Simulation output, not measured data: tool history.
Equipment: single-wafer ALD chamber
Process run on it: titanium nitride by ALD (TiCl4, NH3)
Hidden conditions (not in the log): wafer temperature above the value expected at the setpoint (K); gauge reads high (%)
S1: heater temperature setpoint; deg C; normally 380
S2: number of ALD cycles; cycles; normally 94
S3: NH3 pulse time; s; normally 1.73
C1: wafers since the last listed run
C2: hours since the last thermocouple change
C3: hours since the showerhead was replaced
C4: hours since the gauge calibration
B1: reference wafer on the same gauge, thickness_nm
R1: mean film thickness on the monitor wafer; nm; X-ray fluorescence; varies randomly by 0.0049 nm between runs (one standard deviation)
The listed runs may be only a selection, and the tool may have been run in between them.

run,hour,S1,S2,S3,C1,C2,C3,C4,B1,R1
1,0.0,380,94,1.73,0,2294.3,6112.2,10.5,2.237,1.950
2,13.5,380,94,1.73,49,2307.8,6125.7,24.0,2.244,1.948
3,23.8,380,94,1.73,37,2318.1,6136.0,34.3,2.240,1.953
4,31.2,391,94,1.73,27,2325.5,6143.4,41.7,2.240,1.975
5,39.1,391,94,1.73,28,2333.4,6151.3,49.6,2.242,1.974
6,54.5,391,94,1.73,56,2348.8,6166.7,65.0,2.241,1.969
7,60.6,374,94,1.73,22,2354.9,6172.8,71.1,2.242,1.937
8,75.2,374,94,1.73,53,2369.5,6187.4,85.7,2.240,1.940
9,92.0,374,94,1.73,61,2386.3,6204.2,102.5,2.240,1.925
10,110.0,380,79,1.73,65,2404.3,6222.2,120.5,2.240,1.643
11,116.3,380,94,1.73,23,2410.6,6228.5,126.8,2.239,1.955
12,130.8,380,94,1.48,53,2425.1,6243.0,141.3,2.241,1.916
13,143.9,380,94,1.48,47,2438.2,6256.1,154.4,2.239,1.921
14,182.9,380,94,1.73,142,2477.2,6295.1,193.4,2.238,1.950
15,189.9,380,94,1.73,25,2484.2,6302.1,200.4,2.238,1.952
16,207.2,380,94,1.55,63,2501.5,6319.4,217.7,2.241,1.927
# hour 227.2: showerhead replaced
17,227.7,380,94,1.55,45,2522.0,0.5,238.2,2.237,1.929
18,229.9,380,94,1.55,8,2524.2,2.7,240.4,2.239,1.933
19,237.8,380,84,2.11,28,2532.1,10.6,248.3,2.239,1.768
# hour 249.8: gauge calibrated
20,253.7,368,88,2.04,58,2548.0,26.5,3.9,2.239,1.810
# hour 272.2: thermocouple changed; heater temperature recalibrated
21,272.7,380,94,1.73,40,0.5,45.5,22.9,2.241,1.948
22,286.2,369,88,2.37,49,14.0,59.0,36.4,2.239,1.835
23,297.1,374,94,1.73,39,24.9,69.9,47.3,2.240,1.930
24,304.0,380,94,1.73,25,31.8,76.8,54.2,2.239,1.949
25,320.6,375,107,2.13,60,48.4,93.4,70.8,2.241,2.253
26,335.4,380,94,1.73,54,63.2,108.2,85.6,2.239,1.957
27,350.5,380,94,2.24,55,78.3,123.3,100.7,2.239,1.982
28,368.3,380,94,1.73,65,96.1,141.1,118.5,2.239,1.941
29,378.0,380,94,1.73,35,105.8,150.8,128.2,2.238,1.946
30,395.2,380,94,1.55,63,123.0,168.0,145.4,2.241,1.930
31,402.1,380,106,1.73,25,129.9,174.9,152.3,2.239,2.193
32,416.3,371,112,1.73,52,144.1,189.1,166.5,2.241,2.290
33,431.8,369,89,1.73,56,159.6,204.6,182.0,2.241,1.805
34,443.1,374,94,1.73,41,170.9,215.9,193.3,2.241,1.932
35,460.6,380,94,1.22,64,188.4,233.4,210.8,2.239,1.874
36,467.1,380,94,2.00,23,194.9,239.9,217.3,2.241,1.966
37,474.6,380,81,1.98,27,202.4,247.4,224.8,2.240,1.700
38,490.7,395,94,1.21,58,218.5,263.5,240.9,2.241,1.922
39,504.7,380,86,2.09,51,232.5,277.5,254.9,2.240,1.805

How the hidden state differs across the entries between the runs, from the last listed run before each to the first after it:
After run 16, before run 17: showerhead replaced (hour 227.2)
  no hidden state differs between the two runs
After run 19, before run 20: gauge calibrated (hour 249.8)
  no hidden state differs between the two runs
After run 20, before run 21: thermocouple changed; heater temperature recalibrated (hour 272.2)
  no hidden state differs between the two runs
